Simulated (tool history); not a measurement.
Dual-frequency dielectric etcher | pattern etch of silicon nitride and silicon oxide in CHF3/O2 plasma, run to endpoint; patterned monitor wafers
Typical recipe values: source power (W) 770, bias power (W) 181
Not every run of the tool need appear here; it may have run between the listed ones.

run    hour  source power (W)  bias power (W)  wafers since the last listed run  hours since the last wet clean  hours since the last source power generator calibration  hours since the last bias power generator calibration  hours since the last upper electrode change  incoming incoming film thickness, nm  endpoint time (s)
  1       0               770             181                                 0                           470.1                                                   1844.5                                                 1114.7                                       1157.4                                 215.1              135.7
       31.2  -- wet clean of the chamber
  2    46.2               770             181                               134                              15                                                   1890.7                                                 1160.9                                       1203.6                                 211.2              131.1
  3    76.9               770             214                               186                            45.7                                                   1921.4                                                 1191.6                                       1234.3                                 213.1              125.5
  4   118.9               770             214                               255                            87.7                                                   1963.4                                                 1233.6                                       1276.3                                 211.5              126.2
  5   155.3               770             214                               221                           124.1                                                   1999.8                                                   1270                                       1312.7                                 209.7              124.9
  6   348.9               700             159                              1176                           317.7                                                   2193.4                                                 1463.6                                       1506.3                                 213.5              144.3
  7     384               830             201                               213                           352.8                                                   2228.5                                                 1498.7                                       1541.4                                 212.8              127.1
  8   448.9               770             181                               394                           417.7                                                   2293.4                                                 1563.6                                       1606.3                                 212.6              136.2
  9   484.8               680             181                               218                           453.6                                                   2329.3                                                 1599.5                                       1642.2                                 214.6              143.9
 10   531.7               680             181                               284                           500.5                                                   2376.2                                                 1646.4                                       1689.1                                 211.3              141.6
 11   556.1               770             181                               148                           524.9                                                   2400.6                                                 1670.8                                       1713.5                                 213.2              138.2
      621.2  -- wet clean of the chamber
 12   621.7               770             181                               252                             0.5                                                   2466.2                                                 1736.4                                       1779.1                                 211.9              127.9
 13   656.5               770             181                               211                            35.3                                                     2501                                                 1771.2                                       1813.9                                 212.2              129.6
 14   703.3               770             181                               284                            82.1                                                   2547.8                                                   1818                                       1860.7                                 210.1              127.4
 15   747.2               770             181                               266                             126                                                   2591.7                                                 1861.9                                       1904.6                                 213.5                130
 16   812.4               600             181                               396                           191.2                                                   2656.9                                                 1927.1                                       1969.8                                   210                141
 17   841.8               770             181                               178                           220.6                                                   2686.3                                                 1956.5                                       1999.2                                 213.7              132.3
 18   892.2               960             196                               306                             271                                                   2736.7                                                 2006.9                                       2049.6                                 212.2              119.2
 19   944.2               910             209                               315                             323                                                   2788.7                                                 2058.9                                       2101.6                                 211.3              119.8
      976.4  -- source power generator calibrated
 20   978.4               770             181                               183                           357.2                                                        2                                                 2093.1                                       2135.8                                 213.6              134.6
 21  1038.3               770             181                               363                           417.1                                                     61.9                                                   2153                                       2195.7                                 215.8              135.7
     1071.3  -- bias power generator calibrated
 22  1126.4               910             219                               510                           505.2                                                      150                                                   55.1                                       2283.8                                 210.4              119.3
 23  1168.8               770             181                               257                           547.6                                                    192.4                                                   97.5                                       2326.2                                   211              134.7
 24  1203.8               770             181                               212                           582.6                                                    227.4                                                  132.5                                       2361.2                                 212.5              134.3
     1254.2  -- upper electrode replaced
     1272.9  -- wet clean of the chamber
 25  1273.4               770             208                               163                             0.5                                                      297                                                  202.1                                         19.2                                 211.4              122.9
 26  1315.2               770             221                               253                            42.3                                                    338.8                                                  243.9                                           61                                 211.6              121.8
 27  1503.7               770             139                              1145                           230.8                                                    527.3                                                  432.4                                        249.5                                 211.6              138.7
 28  1535.5               820             153                               193                           262.6                                                    559.1                                                  464.2                                        281.3                                 210.3              133.4
 29  1573.3               590             196                               229                           300.4                                                    596.9                                                    502                                        319.1                                 212.5              142.9
 30    1616               720             202                               259                           343.1                                                    639.6                                                  544.7                                        361.8                                 213.7              131.9

Branching from run 30: 3 alternative next runs. What would each branch give?
  A  1616.5               770             181                                 3                           343.6                                                    640.1                                                  545.2                                        362.3                                 214.9                  ?
  B  1616.5               920             199                                 3                           343.6                                                    640.1                                                  545.2                                        362.3                                 214.9                  ?
  C  1616.5               860             181                                 3                           343.6                                                    640.1                                                  545.2                                        362.3                                 214.9                  ?

run  endpoint time (s)
  A              135.3
  B              124.1
  C              130.2
Take away the tool's hidden state, keep each run's random variation, and the runs would have read:
run  endpoint time (s)
  A              130.9
  B              120.1
  C                126

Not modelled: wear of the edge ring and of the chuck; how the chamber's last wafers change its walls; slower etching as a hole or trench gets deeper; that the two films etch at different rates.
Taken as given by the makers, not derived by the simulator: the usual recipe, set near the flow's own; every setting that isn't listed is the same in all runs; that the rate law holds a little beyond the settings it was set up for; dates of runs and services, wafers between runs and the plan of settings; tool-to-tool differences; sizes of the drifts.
